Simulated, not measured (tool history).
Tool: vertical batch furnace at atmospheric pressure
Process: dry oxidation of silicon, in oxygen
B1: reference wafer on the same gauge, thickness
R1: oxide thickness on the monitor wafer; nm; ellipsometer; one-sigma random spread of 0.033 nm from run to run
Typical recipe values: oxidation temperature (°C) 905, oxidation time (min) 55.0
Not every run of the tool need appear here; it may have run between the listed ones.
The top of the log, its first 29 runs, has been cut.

run 30 day=14.954 | oxidation_temperature_(°C)=905 oxidation_time_(min)=55.0 | B1=18.20 | R1=18.21
run 31 day=15.346 | oxidation_temperature_(°C)=921 oxidation_time_(min)=67.5 | B1=18.22 | R1=24.42
run 32 day=15.971 | oxidation_temperature_(°C)=905 oxidation_time_(min)=75.5 | B1=18.20 | R1=22.41
run 33 day=16.312 | oxidation_temperature_(°C)=882 oxidation_time_(min)=55.0 | B1=18.20 | R1=14.28
run 34 day=17.000 | oxidation_temperature_(°C)=905 oxidation_time_(min)=55.0 | B1=18.20 | R1=18.22
run 35 day=17.400 | oxidation_temperature_(°C)=911 oxidation_time_(min)=47.5 | B1=18.19 | R1=17.58
run 36 day=17.817 | oxidation_temperature_(°C)=896 oxidation_time_(min)=27.5 | B1=18.20 | R1=10.32
run 37 day=18.108 | oxidation_temperature_(°C)=905 oxidation_time_(min)=55.0 | B1=18.20 | R1=18.28
run 38 day=18.521 | oxidation_temperature_(°C)=916 oxidation_time_(min)=74.0 | B1=18.19 | R1=24.75

Consider 5 possible next runs. They are alternatives, not a sequence: every one starts from the tool as it was left by run 38. What does each give?
run A day=18.692 | oxidation_temperature_(°C)=905 oxidation_time_(min)=55.0 | B1=? | R1=?
run B day=18.692 | oxidation_temperature_(°C)=894 oxidation_time_(min)=69.0 | B1=? | R1=?
run C day=18.692 | oxidation_temperature_(°C)=898 oxidation_time_(min)=30.0 | B1=? | R1=?
run D day=18.692 | oxidation_temperature_(°C)=905 oxidation_time_(min)=79.5 | B1=? | R1=?
run E day=18.692 | oxidation_temperature_(°C)=917 oxidation_time_(min)=29.5 | B1=? | R1=?

run=A B1=18.21 R1=18.24
run=B B1=18.21 R1=18.93
run=C B1=18.21 R1=11.23
run=D B1=18.21 R1=23.25
run=E B1=18.21 R1=13.58
Without the tool's hidden state the same runs would have given:
run=A R1=18.44
run=B R1=19.14
run=C R1=11.37
run=D R1=23.51
run=E R1=13.73
